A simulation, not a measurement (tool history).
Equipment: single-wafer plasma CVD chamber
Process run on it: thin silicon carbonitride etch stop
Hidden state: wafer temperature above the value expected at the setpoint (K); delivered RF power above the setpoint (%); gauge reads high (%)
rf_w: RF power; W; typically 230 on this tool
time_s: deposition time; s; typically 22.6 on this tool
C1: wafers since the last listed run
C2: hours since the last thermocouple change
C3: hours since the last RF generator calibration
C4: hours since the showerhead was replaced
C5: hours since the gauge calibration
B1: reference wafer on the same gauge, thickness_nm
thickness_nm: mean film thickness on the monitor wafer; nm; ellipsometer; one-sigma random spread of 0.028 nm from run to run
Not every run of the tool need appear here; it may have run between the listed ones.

Run 1, hour 0: usual settings but time_s 19 s; C1 0; C2 1234.7; C3 1569.5; C4 4217.7; C5 326.2; B1 16.207. Result: thickness_nm 11.283 nm.
Run 2, hour 28.4: usual settings but time_s 19 s; C1 750; C2 1263.1; C3 1597.9; C4 4246.1; C5 354.6; B1 16.197. Result: thickness_nm 11.236 nm.
Run 3, hour 48.1: usual settings but time_s 19 s; C1 520; C2 1282.8; C3 1617.6; C4 4265.8; C5 374.3; B1 16.191. Result: thickness_nm 11.198 nm.
Run 4, hour 80.9: usual settings; C1 866; C2 1315.6; C3 1650.4; C4 4298.6; C5 407.1; B1 16.19. Result: thickness_nm 13.304 nm.
Run 5, hour 103.8: usual settings; C1 604; C2 1338.5; C3 1673.3; C4 4321.5; C5 430; B1 16.197. Result: thickness_nm 13.324 nm.
Run 6, hour 126.9: usual settings; C1 610; C2 1361.6; C3 1696.4; C4 4344.6; C5 453.1; B1 16.2. Result: thickness_nm 13.33 nm.
At hour 140: gauge calibrated.
Run 7, hour 145.8: usual settings; C1 499; C2 1380.5; C3 1715.3; C4 4363.5; C5 5.8; B1 16.21. Result: thickness_nm 13.318 nm.
Run 8, hour 166.3: usual settings; C1 541; C2 1401; C3 1735.8; C4 4384; C5 26.3; B1 16.195. Result: thickness_nm 13.309 nm.
Run 9, hour 195.2: usual settings but rf_w 250 W; C1 763; C2 1429.9; C3 1764.7; C4 4412.9; C5 55.2; B1 16.195. Result: thickness_nm 13.565 nm.
Run 10, hour 221.8: usual settings but rf_w 250 W; C1 702; C2 1456.5; C3 1791.3; C4 4439.5; C5 81.8; B1 16.196. Result: thickness_nm 13.568 nm.
Run 11, hour 250: usual settings but rf_w 250 W; C1 744; C2 1484.7; C3 1819.5; C4 4467.7; C5 110; B1 16.188. Result: thickness_nm 13.502 nm.
At hour 268.5: thermocouple changed; heater temperature recalibrated.
Run 12, hour 279.8: usual settings; C1 575; C2 11.3; C3 1849.3; C4 4497.5; C5 139.8; B1 16.195. Result: thickness_nm 13.316 nm.
Run 13, hour 297.1: usual settings; C1 456; C2 28.6; C3 1866.6; C4 4514.8; C5 157.1; B1 16.189. Result: thickness_nm 13.319 nm.
At hour 312.8: RF generator calibrated.
At hour 347.5: showerhead replaced.
Run 14, hour 355.2: usual settings; C1 1111; C2 86.7; C3 42.4; C4 7.7; C5 215.2; B1 16.199. Result: thickness_nm 13.578 nm.
Run 15, hour 369.2: usual settings but time_s 25 s; C1 369; C2 100.7; C3 56.4; C4 21.7; C5 229.2; B1 16.196. Result: thickness_nm 14.949 nm.
Run 16, hour 388.3: usual settings but time_s 25.9 s; C1 504; C2 119.8; C3 75.5; C4 40.8; C5 248.3; B1 16.22. Result: thickness_nm 15.511 nm.
Run 17, hour 400.5: usual settings; C1 322; C2 132; C3 87.7; C4 53; C5 260.5; B1 16.203. Result: thickness_nm 13.53 nm.
Run 18, hour 425.4: usual settings but time_s 20.3 s; C1 657; C2 156.9; C3 112.6; C4 77.9; C5 285.4; B1 16.19. Result: thickness_nm 12.143 nm.
Run 19, hour 443.9: usual settings; C1 488; C2 175.4; C3 131.1; C4 96.4; C5 303.9; B1 16.194. Result: thickness_nm 13.564 nm.
Run 20, hour 474.9: usual settings; C1 818; C2 206.4; C3 162.1; C4 127.4; C5 334.9; B1 16.19. Result: thickness_nm 13.514 nm.
Run 21, hour 506.7: usual settings but rf_w 270 W, time_s 24.5 s; C1 839; C2 238.2; C3 193.9; C4 159.2; C5 366.7; B1 16.213. Result: thickness_nm 15.285 nm.
Run 22, hour 527.8: usual settings; C1 557; C2 259.3; C3 215; C4 180.3; C5 387.8; B1 16.197. Result: thickness_nm 13.516 nm.
Run 23, hour 543.6: usual settings but rf_w 190 W, time_s 26.7 s; C1 417; C2 275.1; C3 230.8; C4 196.1; C5 403.6; B1 16.204. Result: thickness_nm 15.329 nm.
Run 24, hour 569.3: usual settings but rf_w 260 W, time_s 26.7 s; C1 678; C2 300.8; C3 256.5; C4 221.8; C5 429.3; B1 16.194. Result: thickness_nm 16.433 nm.
Run 25, hour 603.1: usual settings; C1 892; C2 334.6; C3 290.3; C4 255.6; C5 463.1; B1 16.202. Result: thickness_nm 13.516 nm.
Run 26, hour 620.6: usual settings but time_s 19.4 s; C1 462; C2 352.1; C3 307.8; C4 273.1; C5 480.6; B1 16.203. Result: thickness_nm 11.609 nm.
Run 27, hour 651: usual settings but rf_w 265 W, time_s 19.8 s; C1 802; C2 382.5; C3 338.2; C4 303.5; C5 511; B1 16.2. Result: thickness_nm 12.256 nm.
Run 28, hour 681.9: usual settings; C1 816; C2 413.4; C3 369.1; C4 334.4; C5 541.9; B1 16.212. Result: thickness_nm 13.494 nm.
Run 29, hour 695.5: usual settings but rf_w 200 W, time_s 25.6 s; C1 359; C2 427; C3 382.7; C4 348; C5 555.5; B1 16.201. Result: thickness_nm 14.847 nm.
Run 30, hour 714.4: usual settings but rf_w 185 W, time_s 24.1 s; C1 499; C2 445.9; C3 401.6; C4 366.9; C5 574.4; B1 16.193. Result: thickness_nm 13.803 nm.
At hour 724.9: gauge calibrated.
Run 31, hour 820.6: usual settings but rf_w 210 W; C1 2804; C2 552.1; C3 507.8; C4 473.1; C5 95.7; B1 16.191. Result: thickness_nm 13.274 nm.
Run 32, hour 851.7: usual settings but rf_w 270 W, time_s 26.6 s; C1 821; C2 583.2; C3 538.9; C4 504.2; C5 126.8; B1 16.216. Result: thickness_nm 16.439 nm.
Run 33, hour 873.7: usual settings but rf_w 270 W; C1 581; C2 605.2; C3 560.9; C4 526.2; C5 148.8; B1 16.203. Result: thickness_nm 14.032 nm.
Run 34, hour 894.4: usual settings but time_s 21.2 s; C1 546; C2 625.9; C3 581.6; C4 546.9; C5 169.5; B1 16.196. Result: thickness_nm 12.685 nm.
Run 35, hour 925: usual settings but rf_w 200 W, time_s 18.6 s; C1 808; C2 656.5; C3 612.2; C4 577.5; C5 200.1; B1 16.203. Result: thickness_nm 10.765 nm.
Run 36, hour 951.9: usual settings but rf_w 275 W; C1 710; C2 683.4; C3 639.1; C4 604.4; C5 227; B1 16.196. Result: thickness_nm 14.052 nm.

Forecast each of these 3 alternatives for the next run:
Run A, hour 952.3: usual settings but time_s 19.8 s; C1 10; C2 683.8; C3 639.5; C4 604.8; C5 227.4; B1 ?. Result: thickness_nm ?.
Run B, hour 952.3: usual settings but rf_w 205 W; C1 10; C2 683.8; C3 639.5; C4 604.8; C5 227.4; B1 ?. Result: thickness_nm ?.
Run C, hour 952.3: usual settings but rf_w 200 W, time_s 20 s; C1 10; C2 683.8; C3 639.5; C4 604.8; C5 227.4; B1 ?. Result: thickness_nm ?.

run      B1  thickness_nm
  A  16.195        11.887
  B  16.195        13.235
  C  16.195        11.651
Had the tool no hidden state, the same runs would have come out as:
run  thickness_nm
  A        11.927
  B        13.281
  C        11.692

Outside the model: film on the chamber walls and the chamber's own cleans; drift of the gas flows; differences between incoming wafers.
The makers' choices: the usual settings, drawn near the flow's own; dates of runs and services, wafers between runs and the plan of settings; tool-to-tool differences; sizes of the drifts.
